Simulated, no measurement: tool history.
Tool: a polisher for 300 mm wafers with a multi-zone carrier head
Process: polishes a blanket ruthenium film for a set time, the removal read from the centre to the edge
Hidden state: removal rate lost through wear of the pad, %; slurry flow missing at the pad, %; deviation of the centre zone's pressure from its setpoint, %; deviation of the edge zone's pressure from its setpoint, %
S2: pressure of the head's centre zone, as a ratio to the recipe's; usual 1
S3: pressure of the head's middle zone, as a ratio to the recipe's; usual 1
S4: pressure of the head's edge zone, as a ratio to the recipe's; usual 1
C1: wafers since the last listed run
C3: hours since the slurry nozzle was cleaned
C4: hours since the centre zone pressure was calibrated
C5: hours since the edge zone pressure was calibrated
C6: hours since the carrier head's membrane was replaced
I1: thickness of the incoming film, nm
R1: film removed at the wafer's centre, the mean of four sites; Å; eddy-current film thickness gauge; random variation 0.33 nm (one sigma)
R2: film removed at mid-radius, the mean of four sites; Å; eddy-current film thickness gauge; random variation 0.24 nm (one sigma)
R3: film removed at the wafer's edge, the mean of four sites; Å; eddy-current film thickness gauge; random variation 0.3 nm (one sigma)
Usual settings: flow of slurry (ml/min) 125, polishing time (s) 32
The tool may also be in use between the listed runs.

{"run": 1, "hour": 0.0, "flow of slurry (ml/min)": 150, "S2": 1, "S3": 1, "S4": 1, "polishing time (s)": 32, "C1": 0, "wafers polished on this pad": 8758, "C3": 51.3, "C4": 441.6, "C5": 31.1, "C6": 257.1, "I1": 570, "R1": 284, "R2": 282, "R3": 276}
{"hour": 16.1, "done": "worn pad replaced by a new one"}
{"run": 2, "hour": 72.7, "flow of slurry (ml/min)": 150, "S2": 1, "S3": 1, "S4": 1, "polishing time (s)": 32, "C1": 1017, "wafers polished on this pad": 837, "C3": 124, "C4": 514.3, "C5": 103.8, "C6": 329.8, "I1": 565.6, "R1": 300, "R2": 296, "R3": 297}
{"run": 3, "hour": 180.3, "flow of slurry (ml/min)": 90, "S2": 1, "S3": 1, "S4": 1, "polishing time (s)": 32, "C1": 1593, "wafers polished on this pad": 2430, "C3": 231.6, "C4": 621.9, "C5": 211.4, "C6": 437.4, "I1": 567.4, "R1": 274, "R2": 268, "R3": 271}
{"run": 4, "hour": 272.6, "flow of slurry (ml/min)": 125, "S2": 1, "S3": 1, "S4": 1, "polishing time (s)": 32, "C1": 1366, "wafers polished on this pad": 3796, "C3": 323.9, "C4": 714.2, "C5": 303.7, "C6": 529.7, "I1": 579.2, "R1": 282, "R2": 278, "R3": 282}
{"hour": 300.0, "done": "centre zone pressure recalibrated"}
{"run": 5, "hour": 333.0, "flow of slurry (ml/min)": 140, "S2": 1, "S3": 1.04, "S4": 1, "polishing time (s)": 32, "C1": 864, "wafers polished on this pad": 4661, "C3": 384.3, "C4": 33, "C5": 364.1, "C6": 590.1, "I1": 572.6, "R1": 284, "R2": 286, "R3": 277}
{"run": 6, "hour": 409.3, "flow of slurry (ml/min)": 125, "S2": 1, "S3": 1, "S4": 1.05, "polishing time (s)": 29, "C1": 1129, "wafers polished on this pad": 5791, "C3": 460.6, "C4": 109.3, "C5": 440.4, "C6": 666.4, "I1": 569.4, "R1": 254, "R2": 247, "R3": 256}
{"run": 7, "hour": 477.5, "flow of slurry (ml/min)": 125, "S2": 0.89, "S3": 1, "S4": 1, "polishing time (s)": 32, "C1": 1009, "wafers polished on this pad": 6800, "C3": 528.8, "C4": 177.5, "C5": 508.6, "C6": 734.6, "I1": 581.9, "R1": 246, "R2": 271, "R3": 269}
{"run": 8, "hour": 525.3, "flow of slurry (ml/min)": 100, "S2": 0.97, "S3": 1, "S4": 1, "polishing time (s)": 32, "C1": 707, "wafers polished on this pad": 7508, "C3": 576.6, "C4": 225.3, "C5": 556.4, "C6": 782.4, "I1": 576.4, "R1": 258, "R2": 262, "R3": 268}
{"hour": 546.0, "done": "slurry nozzle cleaned"}
{"run": 9, "hour": 566.4, "flow of slurry (ml/min)": 125, "S2": 1, "S3": 1.11, "S4": 1, "polishing time (s)": 32, "C1": 593, "wafers polished on this pad": 8102, "C3": 20.4, "C4": 266.4, "C5": 597.5, "C6": 823.5, "I1": 575.6, "R1": 281, "R2": 289, "R3": 274}
{"hour": 587.5, "done": "worn pad replaced by a new one"}
{"run": 10, "hour": 670.9, "flow of slurry (ml/min)": 125, "S2": 1, "S3": 1, "S4": 1.04, "polishing time (s)": 21, "C1": 1487, "wafers polished on this pad": 1234, "C3": 124.9, "C4": 370.9, "C5": 702, "C6": 928, "I1": 581.5, "R1": 191, "R2": 193, "R3": 192}
{"hour": 680.8, "done": "edge zone pressure recalibrated"}
{"run": 11, "hour": 771.4, "flow of slurry (ml/min)": 125, "S2": 1.04, "S3": 1, "S4": 1, "polishing time (s)": 29, "C1": 1458, "wafers polished on this pad": 2693, "C3": 225.4, "C4": 471.4, "C5": 90.6, "C6": 1028.5, "I1": 571.5, "R1": 269, "R2": 258, "R3": 259}
{"hour": 892.4, "done": "carrier head's membrane replaced by a new one, of another model than before"}
{"hour": 920.4, "done": "centre zone pressure recalibrated"}
{"run": 12, "hour": 1060.2, "flow of slurry (ml/min)": 150, "S2": 1, "S3": 1.08, "S4": 1, "polishing time (s)": 32, "C1": 4172, "wafers polished on this pad": 6865, "C3": 514.2, "C4": 139.8, "C5": 379.4, "C6": 167.8, "I1": 576, "R1": 288, "R2": 287, "R3": 276}
{"run": 13, "hour": 1119.1, "flow of slurry (ml/min)": 90, "S2": 0.95, "S3": 1.07, "S4": 0.9, "polishing time (s)": 32, "C1": 872, "wafers polished on this pad": 7737, "C3": 573.1, "C4": 198.7, "C5": 438.3, "C6": 226.7, "I1": 582.4, "R1": 243, "R2": 266, "R3": 257}
{"hour": 1169.2, "done": "worn pad replaced by a new one"}
{"run": 14, "hour": 1193.3, "flow of slurry (ml/min)": 125, "S2": 1, "S3": 1, "S4": 1, "polishing time (s)": 32, "C1": 1039, "wafers polished on this pad": 357, "C3": 647.3, "C4": 272.9, "C5": 512.5, "C6": 300.9, "I1": 572.4, "R1": 304, "R2": 289, "R3": 290}
{"run": 15, "hour": 1232.5, "flow of slurry (ml/min)": 125, "S2": 1, "S3": 1, "S4": 1, "polishing time (s)": 32, "C1": 580, "wafers polished on this pad": 937, "C3": 686.5, "C4": 312.1, "C5": 551.7, "C6": 340.1, "I1": 568.7, "R1": 291, "R2": 293, "R3": 293}
{"hour": 1245.6, "done": "slurry nozzle cleaned"}
{"hour": 1246.4, "done": "edge zone pressure recalibrated"}
{"run": 16, "hour": 1335.0, "flow of slurry (ml/min)": 125, "S2": 0.88, "S3": 1, "S4": 1, "polishing time (s)": 32, "C1": 1490, "wafers polished on this pad": 2428, "C3": 89.4, "C4": 414.6, "C5": 88.6, "C6": 442.6, "I1": 567.3, "R1": 235, "R2": 283, "R3": 286}
{"run": 17, "hour": 1410.9, "flow of slurry (ml/min)": 125, "S2": 0.89, "S3": 1, "S4": 1, "polishing time (s)": 32, "C1": 1123, "wafers polished on this pad": 3552, "C3": 165.3, "C4": 490.5, "C5": 164.5, "C6": 518.5, "I1": 566.3, "R1": 237, "R2": 278, "R3": 281}
{"run": 18, "hour": 1474.7, "flow of slurry (ml/min)": 85, "S2": 0.93, "S3": 1, "S4": 1.09, "polishing time (s)": 32, "C1": 944, "wafers polished on this pad": 4496, "C3": 229.1, "C4": 554.3, "C5": 228.3, "C6": 582.3, "I1": 581.1, "R1": 239, "R2": 263, "R3": 274}
{"run": 19, "hour": 1529.0, "flow of slurry (ml/min)": 125, "S2": 1, "S3": 1, "S4": 1, "polishing time (s)": 32, "C1": 803, "wafers polished on this pad": 5300, "C3": 283.4, "C4": 608.6, "C5": 282.6, "C6": 636.6, "I1": 573.3, "R1": 276, "R2": 279, "R3": 273}
{"run": 20, "hour": 1575.5, "flow of slurry (ml/min)": 140, "S2": 1, "S3": 1.05, "S4": 1, "polishing time (s)": 32, "C1": 688, "wafers polished on this pad": 5988, "C3": 329.9, "C4": 655.1, "C5": 329.1, "C6": 683.1, "I1": 575.4, "R1": 286, "R2": 285, "R3": 279}
{"hour": 1600.7, "done": "centre zone pressure recalibrated"}
{"run": 21, "hour": 1655.2, "flow of slurry (ml/min)": 125, "S2": 0.91, "S3": 1, "S4": 1, "polishing time (s)": 38, "C1": 1150, "wafers polished on this pad": 7139, "C3": 409.6, "C4": 54.5, "C5": 408.8, "C6": 762.8, "I1": 564.9, "R1": 285, "R2": 327, "R3": 330}
{"run": 22, "hour": 1723.0, "flow of slurry (ml/min)": 110, "S2": 1.09, "S3": 1, "S4": 1.08, "polishing time (s)": 32, "C1": 1003, "wafers polished on this pad": 8143, "C3": 477.4, "C4": 122.3, "C5": 476.6, "C6": 830.6, "I1": 582, "R1": 315, "R2": 268, "R3": 280}
{"run": 23, "hour": 1845.5, "flow of slurry (ml/min)": 110, "S2": 1.05, "S3": 1, "S4": 1.1, "polishing time (s)": 29, "C1": 1813, "wafers polished on this pad": 9956, "C3": 599.9, "C4": 244.8, "C5": 599.1, "C6": 953.1, "I1": 570, "R1": 264, "R2": 241, "R3": 248}

Some steps in R1 between neighbouring runs. How much of each would the tool show without its hidden state too (settings, what came in, random variation), and how much is left for the hidden state, with any gauge scatter that isn't in both results?
Run 9 -> 10: S3 1.11 -> 1, S4 1 -> 1.04, polishing time (s) 32 -> 21, worn pad replaced by a new one. R1 -90 Å: hidden state +20, all else -110.
Run 10 -> 11: S2 1 -> 1.04, S4 1.04 -> 1, polishing time (s) 21 -> 29, edge zone pressure recalibrated. R1 +78 Å: hidden state -9, all else +87.
Run 13 -> 14: flow of slurry (ml/min) 90 -> 125, S2 0.95 -> 1, S3 1.07 -> 1, S4 0.9 -> 1, worn pad replaced by a new one. R1 +61 Å: hidden state +16, all else +45.
